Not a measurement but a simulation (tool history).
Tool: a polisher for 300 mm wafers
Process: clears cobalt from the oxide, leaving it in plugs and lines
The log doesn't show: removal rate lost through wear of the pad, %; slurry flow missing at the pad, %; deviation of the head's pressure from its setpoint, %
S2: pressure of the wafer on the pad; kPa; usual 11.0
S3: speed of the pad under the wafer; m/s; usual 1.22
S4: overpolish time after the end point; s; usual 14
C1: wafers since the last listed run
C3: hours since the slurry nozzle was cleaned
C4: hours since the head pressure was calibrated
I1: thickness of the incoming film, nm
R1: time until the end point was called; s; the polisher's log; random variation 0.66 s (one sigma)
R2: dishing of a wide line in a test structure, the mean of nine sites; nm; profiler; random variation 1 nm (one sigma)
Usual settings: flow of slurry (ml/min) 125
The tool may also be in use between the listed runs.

{"run": 1, "hour": 0.0, "flow of slurry (ml/min)": 140, "S2": 11.0, "S3": 1.22, "S4": 14, "C1": 0, "wafers polished on this pad": 1400, "C3": 172.1, "C4": 387.7, "I1": 255.4, "R1": 61.8, "R2": 43.8}
{"hour": 8.2, "done": "worn pad replaced by a new one"}
{"run": 2, "hour": 17.4, "flow of slurry (ml/min)": 140, "S2": 11.0, "S3": 1.22, "S4": 14, "C1": 172, "wafers polished on this pad": 118, "C3": 189.5, "C4": 405.1, "I1": 261.6, "R1": 60.0, "R2": 42.6}
{"run": 3, "hour": 25.1, "flow of slurry (ml/min)": 140, "S2": 11.0, "S3": 1.22, "S4": 14, "C1": 99, "wafers polished on this pad": 217, "C3": 197.2, "C4": 412.8, "I1": 261.2, "R1": 59.5, "R2": 44.2}
{"run": 4, "hour": 47.6, "flow of slurry (ml/min)": 125, "S2": 9.0, "S3": 1.22, "S4": 14, "C1": 289, "wafers polished on this pad": 507, "C3": 219.7, "C4": 435.3, "I1": 256.3, "R1": 73.8, "R2": 40.9}
{"run": 5, "hour": 60.9, "flow of slurry (ml/min)": 125, "S2": 9.0, "S3": 1.22, "S4": 14, "C1": 171, "wafers polished on this pad": 678, "C3": 233.0, "C4": 448.6, "I1": 261.4, "R1": 74.6, "R2": 40.6}
{"run": 6, "hour": 77.2, "flow of slurry (ml/min)": 125, "S2": 11.0, "S3": 1.22, "S4": 8, "C1": 209, "wafers polished on this pad": 888, "C3": 249.3, "C4": 464.9, "I1": 259.3, "R1": 60.6, "R2": 29.6}
{"run": 7, "hour": 95.0, "flow of slurry (ml/min)": 125, "S2": 11.0, "S3": 1.22, "S4": 8, "C1": 228, "wafers polished on this pad": 1117, "C3": 267.1, "C4": 482.7, "I1": 257.5, "R1": 61.8, "R2": 30.2}
{"run": 8, "hour": 109.9, "flow of slurry (ml/min)": 125, "S2": 11.0, "S3": 1.22, "S4": 14, "C1": 191, "wafers polished on this pad": 1308, "C3": 282.0, "C4": 497.6, "I1": 260.1, "R1": 62.7, "R2": 42.7}
{"hour": 115.0, "done": "worn pad replaced by a new one"}
{"run": 9, "hour": 123.0, "flow of slurry (ml/min)": 125, "S2": 11.0, "S3": 0.98, "S4": 14, "C1": 117, "wafers polished on this pad": 102, "C3": 295.1, "C4": 510.7, "I1": 260.6, "R1": 73.7, "R2": 39.5}
{"run": 10, "hour": 136.4, "flow of slurry (ml/min)": 125, "S2": 11.0, "S3": 0.98, "S4": 14, "C1": 172, "wafers polished on this pad": 274, "C3": 308.5, "C4": 524.1, "I1": 264.7, "R1": 74.8, "R2": 38.6}
{"hour": 154.9, "done": "slurry nozzle cleaned"}
{"run": 11, "hour": 155.4, "flow of slurry (ml/min)": 125, "S2": 11.0, "S3": 1.22, "S4": 18, "C1": 231, "wafers polished on this pad": 506, "C3": 0.5, "C4": 543.1, "I1": 256.5, "R1": 58.4, "R2": 51.1}
{"run": 12, "hour": 171.8, "flow of slurry (ml/min)": 125, "S2": 12.4, "S3": 1.22, "S4": 14, "C1": 210, "wafers polished on this pad": 717, "C3": 16.9, "C4": 559.5, "I1": 257.6, "R1": 53.3, "R2": 47.4}
{"run": 13, "hour": 182.6, "flow of slurry (ml/min)": 125, "S2": 12.4, "S3": 1.22, "S4": 14, "C1": 138, "wafers polished on this pad": 856, "C3": 27.7, "C4": 570.3, "I1": 262.1, "R1": 54.9, "R2": 44.9}
{"run": 14, "hour": 195.2, "flow of slurry (ml/min)": 125, "S2": 13.8, "S3": 1.22, "S4": 7, "C1": 162, "wafers polished on this pad": 1018, "C3": 40.3, "C4": 582.9, "I1": 257.1, "R1": 48.2, "R2": 33.1}
{"run": 15, "hour": 209.2, "flow of slurry (ml/min)": 125, "S2": 11.0, "S3": 1.22, "S4": 6, "C1": 180, "wafers polished on this pad": 1198, "C3": 54.3, "C4": 596.9, "I1": 260.7, "R1": 62.2, "R2": 25.7}
{"run": 16, "hour": 225.2, "flow of slurry (ml/min)": 90, "S2": 11.0, "S3": 1.22, "S4": 7, "C1": 205, "wafers polished on this pad": 1404, "C3": 70.3, "C4": 612.9, "I1": 259.0, "R1": 68.7, "R2": 25.7}
{"run": 17, "hour": 232.7, "flow of slurry (ml/min)": 125, "S2": 15.2, "S3": 1.22, "S4": 14, "C1": 96, "wafers polished on this pad": 1500, "C3": 77.8, "C4": 620.4, "I1": 256.9, "R1": 45.6, "R2": 48.8}
{"hour": 247.1, "done": "worn pad replaced by a new one"}
{"run": 18, "hour": 247.6, "flow of slurry (ml/min)": 125, "S2": 11.0, "S3": 1.22, "S4": 14, "C1": 140, "wafers polished on this pad": 5, "C3": 92.7, "C4": 635.3, "I1": 258.6, "R1": 58.4, "R2": 44.1}
{"run": 19, "hour": 263.7, "flow of slurry (ml/min)": 125, "S2": 11.0, "S3": 1.42, "S4": 8, "C1": 207, "wafers polished on this pad": 213, "C3": 108.8, "C4": 651.4, "I1": 258.4, "R1": 50.0, "R2": 35.9}
{"run": 20, "hour": 270.6, "flow of slurry (ml/min)": 125, "S2": 12.4, "S3": 0.86, "S4": 10, "C1": 88, "wafers polished on this pad": 301, "C3": 115.7, "C4": 658.3, "I1": 256.8, "R1": 73.3, "R2": 32.3}
{"run": 21, "hour": 286.4, "flow of slurry (ml/min)": 125, "S2": 9.0, "S3": 1.22, "S4": 14, "C1": 203, "wafers polished on this pad": 505, "C3": 131.5, "C4": 674.1, "I1": 260.4, "R1": 72.3, "R2": 40.0}
{"run": 22, "hour": 300.5, "flow of slurry (ml/min)": 125, "S2": 11.0, "S3": 1.22, "S4": 14, "C1": 181, "wafers polished on this pad": 686, "C3": 145.6, "C4": 688.2, "I1": 261.0, "R1": 58.4, "R2": 43.1}
{"run": 23, "hour": 333.7, "flow of slurry (ml/min)": 125, "S2": 11.0, "S3": 1.22, "S4": 21, "C1": 427, "wafers polished on this pad": 1113, "C3": 178.8, "C4": 721.4, "I1": 258.7, "R1": 60.8, "R2": 52.1}
{"hour": 346.3, "done": "head pressure recalibrated"}
{"run": 24, "hour": 350.9, "flow of slurry (ml/min)": 125, "S2": 11.0, "S3": 1.22, "S4": 14, "C1": 195, "wafers polished on this pad": 1309, "C3": 196.0, "C4": 4.6, "I1": 260.1, "R1": 68.3, "R2": 41.0}
{"run": 25, "hour": 361.2, "flow of slurry (ml/min)": 125, "S2": 11.0, "S3": 1.22, "S4": 10, "C1": 132, "wafers polished on this pad": 1441, "C3": 206.3, "C4": 14.9, "I1": 257.7, "R1": 69.8, "R2": 31.7}
{"hour": 372.0, "done": "worn pad replaced by a new one"}
{"run": 26, "hour": 372.5, "flow of slurry (ml/min)": 125, "S2": 11.0, "S3": 1.22, "S4": 14, "C1": 93, "wafers polished on this pad": 6, "C3": 217.6, "C4": 26.2, "I1": 257.4, "R1": 63.0, "R2": 42.7}
{"run": 27, "hour": 386.3, "flow of slurry (ml/min)": 125, "S2": 12.4, "S3": 1.22, "S4": 7, "C1": 177, "wafers polished on this pad": 183, "C3": 231.4, "C4": 40.0, "I1": 260.7, "R1": 57.5, "R2": 30.2}
{"run": 28, "hour": 403.8, "flow of slurry (ml/min)": 90, "S2": 11.0, "S3": 1.22, "S4": 14, "C1": 225, "wafers polished on this pad": 408, "C3": 248.9, "C4": 57.5, "I1": 255.9, "R1": 71.2, "R2": 40.4}
{"run": 29, "hour": 420.9, "flow of slurry (ml/min)": 125, "S2": 11.0, "S3": 1.22, "S4": 14, "C1": 219, "wafers polished on this pad": 628, "C3": 266.0, "C4": 74.6, "I1": 257.8, "R1": 64.0, "R2": 39.9}
{"run": 30, "hour": 427.0, "flow of slurry (ml/min)": 105, "S2": 9.0, "S3": 0.8, "S4": 14, "C1": 78, "wafers polished on this pad": 707, "C3": 272.1, "C4": 80.7, "I1": 258.1, "R1": 125.4, "R2": 28.0}
{"hour": 431.2, "done": "slurry nozzle cleaned"}
{"run": 31, "hour": 437.2, "flow of slurry (ml/min)": 125, "S2": 9.0, "S3": 1.22, "S4": 14, "C1": 118, "wafers polished on this pad": 825, "C3": 6.0, "C4": 90.9, "I1": 259.6, "R1": 80.5, "R2": 37.2}
{"run": 32, "hour": 449.6, "flow of slurry (ml/min)": 125, "S2": 11.0, "S3": 1.22, "S4": 14, "C1": 159, "wafers polished on this pad": 985, "C3": 18.4, "C4": 103.3, "I1": 256.7, "R1": 65.5, "R2": 40.4}
{"run": 33, "hour": 462.1, "flow of slurry (ml/min)": 125, "S2": 14.5, "S3": 1.22, "S4": 14, "C1": 160, "wafers polished on this pad": 1146, "C3": 30.9, "C4": 115.8, "I1": 263.6, "R1": 51.8, "R2": 46.2}
{"run": 34, "hour": 477.3, "flow of slurry (ml/min)": 145, "S2": 9.7, "S3": 1.04, "S4": 19, "C1": 195, "wafers polished on this pad": 1341, "C3": 46.1, "C4": 131.0, "I1": 265.2, "R1": 89.8, "R2": 39.8}
{"hour": 487.1, "done": "worn pad replaced by a new one"}
{"run": 35, "hour": 493.2, "flow of slurry (ml/min)": 110, "S2": 9.7, "S3": 1.12, "S4": 7, "C1": 153, "wafers polished on this pad": 78, "C3": 62.0, "C4": 146.9, "I1": 256.2, "R1": 80.0, "R2": 22.9}

Forecast each of these 4 alternatives for the next run:
{"run": "A", "hour": 493.6, "flow of slurry (ml/min)": 125, "S2": 11.0, "S3": 1.22, "S4": 14, "C1": 5, "wafers polished on this pad": 83, "C3": 62.4, "C4": 147.3, "I1": 263.0, "R1": "?", "R2": "?"}
{"run": "B", "hour": 493.6, "flow of slurry (ml/min)": 105, "S2": 11.0, "S3": 1.22, "S4": 14, "C1": 5, "wafers polished on this pad": 83, "C3": 62.4, "C4": 147.3, "I1": 263.0, "R1": "?", "R2": "?"}
{"run": "C", "hour": 493.6, "flow of slurry (ml/min)": 165, "S2": 13.1, "S3": 0.88, "S4": 10, "C1": 5, "wafers polished on this pad": 83, "C3": 62.4, "C4": 147.3, "I1": 263.0, "R1": "?", "R2": "?"}
{"run": "D", "hour": 493.6, "flow of slurry (ml/min)": 125, "S2": 11.0, "S3": 1.06, "S4": 20, "C1": 5, "wafers polished on this pad": 83, "C3": 62.4, "C4": 147.3, "I1": 263.0, "R1": "?", "R2": "?"}

run=A R1=64.1 R2=42.7
run=B R1=66.9 R2=41.7
run=C R1=70.8 R2=32.8
run=D R1=73.7 R2=47.5
Without the tool's hidden state the same runs would have given:
run=A R1=64.1 R2=42.7
run=B R1=67.0 R2=41.7
run=C R1=70.9 R2=32.8
run=D R1=73.8 R2=47.5

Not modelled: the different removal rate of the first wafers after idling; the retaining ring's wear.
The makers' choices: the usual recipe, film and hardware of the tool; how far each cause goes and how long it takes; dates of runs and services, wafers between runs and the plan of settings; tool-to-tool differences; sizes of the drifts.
